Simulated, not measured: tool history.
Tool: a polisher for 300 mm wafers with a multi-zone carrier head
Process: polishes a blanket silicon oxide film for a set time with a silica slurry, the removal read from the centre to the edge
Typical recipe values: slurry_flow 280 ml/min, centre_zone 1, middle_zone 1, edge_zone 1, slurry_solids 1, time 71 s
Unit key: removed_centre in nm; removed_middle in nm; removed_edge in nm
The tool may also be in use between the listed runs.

run   hour  slurry_flow  centre_zone  middle_zone  edge_zone  slurry_solids  time  wafers since the last listed run  wafers polished on this pad  hours since the slurry nozzle was cleaned  hours since the centre zone pressure was calibrated  hours since the edge zone pressure was calibrated  hours since the carrier head's membrane was replaced  incoming thickness of the incoming film, nm  removed_centre  removed_middle  removed_edge
  1      0          280            1            1          1              1    71                                 0                         1374                                        248                                                723.7                                             1100.6                                                1463.5                                       1719.7           273.2           305.8         304.9
  2    8.1          280            1            1          1              1    55                                99                         1473                                      256.1                                                731.8                                             1108.7                                                1471.6                                         1700           208.9             240         234.7
      14.2  -- worn pad replaced by a new one
  3   16.4          280            1            1          1              1    55                                52                           26                                      264.4                                                740.1                                               1117                                                1479.9                                       1696.2           209.2           238.2         233.1
  4   27.3          280            1            1          1              1    71                               134                          160                                      275.3                                                  751                                             1127.9                                                1490.8                                       1724.8           271.7             305         303.2
  5   39.3          280            1            1          1              1    71                               147                          308                                      287.3                                                  763                                             1139.9                                                1502.8                                       1707.5           270.2           307.1         304.1
  6   48.4          280            1            1          1              1    71                               111                          420                                      296.4                                                772.1                                               1149                                                1511.9                                       1715.7           266.3           305.8         305.9
  7   57.9          280         1.05            1       1.07              1    71                               116                          537                                      305.9                                                781.6                                             1158.5                                                1521.4                                       1722.2           281.9             305         314.5
  8   75.1          280         1.05            1       1.07              1    71                               211                          748                                      323.1                                                798.8                                             1175.7                                                1538.6                                       1721.5           285.6           305.1         315.4
        86  -- slurry nozzle cleaned
  9   89.4          280         1.05            1       1.07              1    71                               163                          912                                        3.4                                                813.1                                               1190                                                1552.9                                       1714.3           281.9           306.5         315.2
      92.9  -- centre zone pressure recalibrated
 10   95.7          280            1            1          1              1    71                                52                          965                                        9.7                                                  2.8                                             1196.3                                                1559.2                                       1730.9             308           309.4         303.5
 11  103.9          315            1            1       0.89              1    71                               100                         1065                                       17.9                                                   11                                             1204.5                                                1567.4                                         1708           312.2           311.5         294.1
 12  111.9          280            1            1          1              1    71                                98                         1164                                       25.9                                                   19                                             1212.5                                                1575.4                                       1707.1           304.8           306.7         301.9
 13  120.2          280            1            1          1              1    71                               102                         1266                                       34.2                                                 27.3                                             1220.8                                                1583.7                                       1695.7           307.5           304.3         301.1
     131.9  -- edge zone pressure recalibrated
     138.5  -- carrier head's membrane replaced by a new one
 14    139          280            1            1          1              1    85                               145                         1411                                         53                                                 46.1                                                7.1                                                   0.5                                         1720           360.6           368.7           366
     143.6  -- worn pad replaced by a new one
 15  147.6          195            1         1.06       1.06              1    71                                56                           49                                       61.6                                                 54.7                                               15.7                                                   9.1                                       1716.4             289           303.9         302.6
 16  157.7          280            1            1          1              1    71                               124                          173                                       71.7                                                 64.8                                               25.8                                                  19.2                                       1703.4           299.2           303.1         304.2
 17  171.7          280          0.9         1.06          1            0.9    61                               172                          345                                       85.7                                                 78.8                                               39.8                                                  33.2                                       1686.3           222.8           267.3         250.4
 18  179.9          280            1            1          1              1    55                               100                          446                                       93.9                                                   87                                                 48                                                  41.4                                       1735.7           234.2           236.6           236
 19  192.9          360            1         0.97       0.93              1    82                               159                          606                                      106.9                                                  100                                                 61                                                  54.4                                       1715.4           350.9           353.7         347.5
 20  202.3          330            1            1          1              1    71                               115                          721                                      116.3                                                109.4                                               70.4                                                  63.8                                       1726.5           300.8           312.4         308.6
 21  210.9          280            1            1          1              1    95                               105                          827                                      124.9                                                  118                                                 79                                                  72.4                                       1721.4           393.2           410.6         405.7

Selected run-to-run steps in removed_centre, each split into two signed amounts: the part the tool would show with no hidden state at all (from settings, incoming material and random variation), and the remainder, which goes to the hidden state together with any gauge scatter not common to the measured and the hidden-state-free results:
The hidden state here: removal rate lost through wear of the pad, %; slurry flow missing at the pad, %; deviation of the centre zone's pressure from its setpoint, %; deviation of the edge zone's pressure from its setpoint, %.
Run 1 -> 2: time 71 -> 55. removed_centre -64.3 nm: hidden state +8.2, all else -72.5.
Run 9 -> 10: centre_zone 1.05 -> 1, edge_zone 1.07 -> 1, centre zone pressure recalibrated. removed_centre +26.1 nm: hidden state +39.5, all else -13.4.
Run 18 -> 19: slurry_flow 280 -> 360, middle_zone 1 -> 0.97, edge_zone 1 -> 0.93, time 55 -> 82. removed_centre +116.7 nm: hidden state -4.6, all else +121.3.
Run 20 -> 21: slurry_flow 330 -> 280, time 71 -> 95. removed_centre +92.4 nm: hidden state -4.3, all else +96.7.
